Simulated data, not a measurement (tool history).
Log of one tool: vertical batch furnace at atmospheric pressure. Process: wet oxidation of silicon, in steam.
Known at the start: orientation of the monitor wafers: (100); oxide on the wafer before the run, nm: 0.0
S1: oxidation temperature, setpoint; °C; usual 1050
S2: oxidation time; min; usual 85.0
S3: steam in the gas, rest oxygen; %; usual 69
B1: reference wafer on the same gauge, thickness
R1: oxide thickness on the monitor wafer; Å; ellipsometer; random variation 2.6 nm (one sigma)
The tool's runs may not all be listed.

run 1 hour=0.0 | S1=1050 S2=85.0 S3=69 | B1=630.17 | R1=6128.6
run 2 hour=82.0 | S1=1050 S2=85.0 S3=69 | B1=630.27 | R1=6153.5
run 3 hour=152.9 | S1=1050 S2=85.0 S3=69 | B1=629.41 | R1=6083.7
run 4 hour=229.6 | S1=1050 S2=85.0 S3=69 | B1=629.84 | R1=6068.4
run 5 hour=306.0 | S1=1050 S2=85.0 S3=69 | B1=630.30 | R1=6104.5
run 6 hour=385.8 | S1=1050 S2=85.0 S3=69 | B1=630.52 | R1=6087.1
run 7 hour=471.7 | S1=1050 S2=85.0 S3=69 | B1=629.91 | R1=6053.1
run 8 hour=537.3 | S1=1066 S2=85.0 S3=69 | B1=630.99 | R1=6575.4
-- hour=800.3 thermocouples replaced and temperature profile calibrated
run 9 hour=800.8 | S1=1058 S2=85.0 S3=69 | B1=630.16 | R1=6127.9
run 10 hour=828.0 | S1=1058 S2=85.0 S3=69 | B1=630.64 | R1=6174.2
run 11 hour=868.9 | S1=1058 S2=85.0 S3=69 | B1=630.02 | R1=6123.2
-- hour=924.9 steam generator serviced
run 12 hour=925.4 | S1=1036 S2=127.0 S3=69 | B1=629.77 | R1=7457.9
run 13 hour=1051.1 | S1=1030 S2=85.0 S3=60 | B1=630.04 | R1=5132.7
-- hour=1112.8 gauge calibrated
run 14 hour=1113.9 | S1=1058 S2=85.0 S3=69 | B1=630.46 | R1=6487.4
run 15 hour=1177.1 | S1=1050 S2=85.0 S3=79 | B1=630.26 | R1=6781.7
run 16 hour=1260.7 | S1=1039 S2=71.0 S3=63 | B1=630.30 | R1=4979.9
run 17 hour=1312.6 | S1=1028 S2=85.0 S3=69 | B1=630.42 | R1=5550.3
run 18 hour=1401.8 | S1=1050 S2=101.5 S3=69 | B1=630.01 | R1=6896.8
run 19 hour=1481.1 | S1=1064 S2=47.0 S3=69 | B1=629.83 | R1=4699.2
run 20 hour=1542.6 | S1=1050 S2=85.0 S3=69 | B1=630.20 | R1=6221.1
run 21 hour=1588.3 | S1=1031 S2=85.0 S3=59 | B1=630.46 | R1=5139.7
run 22 hour=1686.1 | S1=1050 S2=85.0 S3=69 | B1=630.13 | R1=6255.9
run 23 hour=1724.4 | S1=1068 S2=85.0 S3=69 | B1=629.78 | R1=6812.7

3 ways to go on from here, each from the tool as it stands after run 23. What would each give?
run A hour=1729.4 | S1=1050 S2=85.0 S3=69 | B1=? | R1=?
run B hour=1729.4 | S1=1059 S2=113.5 S3=77 | B1=? | R1=?
run C hour=1729.4 | S1=1057 S2=58.0 S3=80 | B1=? | R1=?

run=A B1=630.61 R1=6211.4
run=B B1=630.61 R1=8199.0
run=C B1=630.61 R1=5590.9
Without the tool's hidden state the same runs would have given:
run=A R1=6226.0
run=B R1=8227.6
run=C R1=5602.3
